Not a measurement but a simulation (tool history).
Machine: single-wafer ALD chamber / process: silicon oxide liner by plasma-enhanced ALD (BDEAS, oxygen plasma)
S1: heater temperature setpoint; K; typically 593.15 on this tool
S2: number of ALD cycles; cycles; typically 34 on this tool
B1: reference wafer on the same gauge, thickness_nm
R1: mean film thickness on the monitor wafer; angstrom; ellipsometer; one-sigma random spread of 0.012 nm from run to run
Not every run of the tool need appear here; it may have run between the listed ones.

Run 1, hour 0.0: usual settings; B1 2.566. Result: R1 30.56 angstrom.
Run 2, hour 144.7: usual settings but S1 588.15 K; B1 2.560. Result: R1 30.81 angstrom.
Run 3, hour 204.3: usual settings but S1 588.15 K; B1 2.552. Result: R1 30.67 angstrom.
Run 4, hour 300.0: usual settings but S2 30 cycles; B1 2.552. Result: R1 26.76 angstrom.
Run 5, hour 386.7: usual settings but S2 30 cycles; B1 2.545. Result: R1 26.69 angstrom.
Run 6, hour 440.6: usual settings but S2 30 cycles; B1 2.542. Result: R1 26.81 angstrom.
Run 7, hour 510.2: usual settings; B1 2.536. Result: R1 30.28 angstrom.
Run 8, hour 568.2: usual settings; B1 2.533. Result: R1 30.26 angstrom.
Run 9, hour 637.6: usual settings; B1 2.527. Result: R1 30.30 angstrom.
Run 10, hour 733.9: usual settings; B1 2.525. Result: R1 29.91 angstrom.
Run 11, hour 808.6: usual settings; B1 2.522. Result: R1 30.03 angstrom.
Run 12, hour 913.2: usual settings; B1 2.518. Result: R1 30.00 angstrom.
Run 13, hour 959.8: usual settings; B1 2.515. Result: R1 29.86 angstrom.
Run 14, hour 1067.8: usual settings; B1 2.509. Result: R1 29.65 angstrom.
Run 15, hour 1162.6: usual settings; B1 2.502. Result: R1 29.83 angstrom.
Run 16, hour 1211.5: usual settings; B1 2.492. Result: R1 29.68 angstrom.
Run 17, hour 1247.7: usual settings; B1 2.495. Result: R1 29.80 angstrom.
At hour 1265.1: thermocouple changed; heater temperature recalibrated.
Run 18, hour 1303.6: usual settings; B1 2.493. Result: R1 29.90 angstrom.
Run 19, hour 1396.9: usual settings; B1 2.487. Result: R1 29.62 angstrom.
Run 20, hour 1462.6: usual settings; B1 2.480. Result: R1 29.69 angstrom.
Run 21, hour 1728.4: usual settings; B1 2.468. Result: R1 29.28 angstrom.
Run 22, hour 1787.0: usual settings; B1 2.459. Result: R1 29.39 angstrom.
Run 23, hour 1976.0: usual settings but S2 31 cycles; B1 2.451. Result: R1 26.81 angstrom.
At hour 2029.2: gauge calibrated.
Run 24, hour 2075.8: usual settings; B1 2.568. Result: R1 30.83 angstrom.
Run 25, hour 2148.1: usual settings but S1 585.15 K; B1 2.562. Result: R1 30.70 angstrom.
Run 26, hour 2210.1: usual settings; B1 2.568. Result: R1 30.27 angstrom.
Run 27, hour 2247.9: usual settings but S1 599.15 K, S2 40 cycles; B1 2.563. Result: R1 35.84 angstrom.
Run 28, hour 2298.1: usual settings but S2 32 cycles; B1 2.556. Result: R1 28.94 angstrom.
Run 29, hour 2343.9: usual settings but S1 603.15 K; B1 2.554. Result: R1 30.07 angstrom.
Run 30, hour 2431.9: usual settings but S1 581.15 K, S2 29 cycles; B1 2.552. Result: R1 26.27 angstrom.
Run 31, hour 2512.8: usual settings; B1 2.543. Result: R1 30.25 angstrom.
Run 32, hour 2555.7: usual settings but S1 586.15 K, S2 28 cycles; B1 2.540. Result: R1 25.21 angstrom.
Run 33, hour 2659.1: usual settings but S1 579.15 K, S2 32 cycles; B1 2.531. Result: R1 29.03 angstrom.
Run 34, hour 2699.2: usual settings but S1 584.15 K, S2 30 cycles; B1 2.530. Result: R1 26.86 angstrom.
Run 35, hour 2760.8: usual settings but S1 603.15 K, S2 39 cycles; B1 2.526. Result: R1 34.41 angstrom.
Run 36, hour 2863.9: usual settings; B1 2.523. Result: R1 30.17 angstrom.
Run 37, hour 2963.6: usual settings; B1 2.516. Result: R1 30.19 angstrom.
Run 38, hour 3039.9: usual settings but S1 579.15 K, S2 28 cycles; B1 2.508. Result: R1 25.18 angstrom.
Run 39, hour 3143.1: usual settings but S1 602.15 K, S2 37 cycles; B1 2.499. Result: R1 31.94 angstrom.
Run 40, hour 3233.2: usual settings; B1 2.496. Result: R1 29.78 angstrom.
Run 41, hour 3318.5: usual settings but S1 601.15 K, S2 39 cycles; B1 2.492. Result: R1 33.81 angstrom.
Run 42, hour 3419.8: usual settings but S2 39 cycles; B1 2.486. Result: R1 34.02 angstrom.
Run 43, hour 3466.0: usual settings but S2 28 cycles; B1 2.491. Result: R1 24.42 angstrom.
Run 44, hour 3533.7: usual settings but S1 603.15 K, S2 30 cycles; B1 2.483. Result: R1 25.75 angstrom.

Pick out some run-to-run changes in R1. Of each, how much would a tool without hidden state show as well, from the settings, what came in and chance, and how much is left for the hidden state and any gauge scatter not in both results compared?
Hidden conditions of the tool in this case: wafer temperature above the value expected at the setpoint (K); gauge reads high (%).
Run 23 -> 24: S2 31 -> 34, gauge calibrated. R1 +4.02 angstrom: hidden state +1.28, all else +2.74.
Run 27 -> 28: S1 599.15 -> 593.15, S2 40 -> 32. R1 -6.90 angstrom: hidden state +0.02, all else -6.92.
Run 34 -> 35: S1 584.15 -> 603.15, S2 30 -> 39. R1 +7.55 angstrom: hidden state -0.20, all else +7.75.
Run 38 -> 39: S1 579.15 -> 602.15, S2 28 -> 37. R1 +6.76 angstrom: hidden state -0.28, all else +7.04.
Run 42 -> 43: S2 39 -> 28. R1 -9.60 angstrom: hidden state +0.33, all else -9.93.
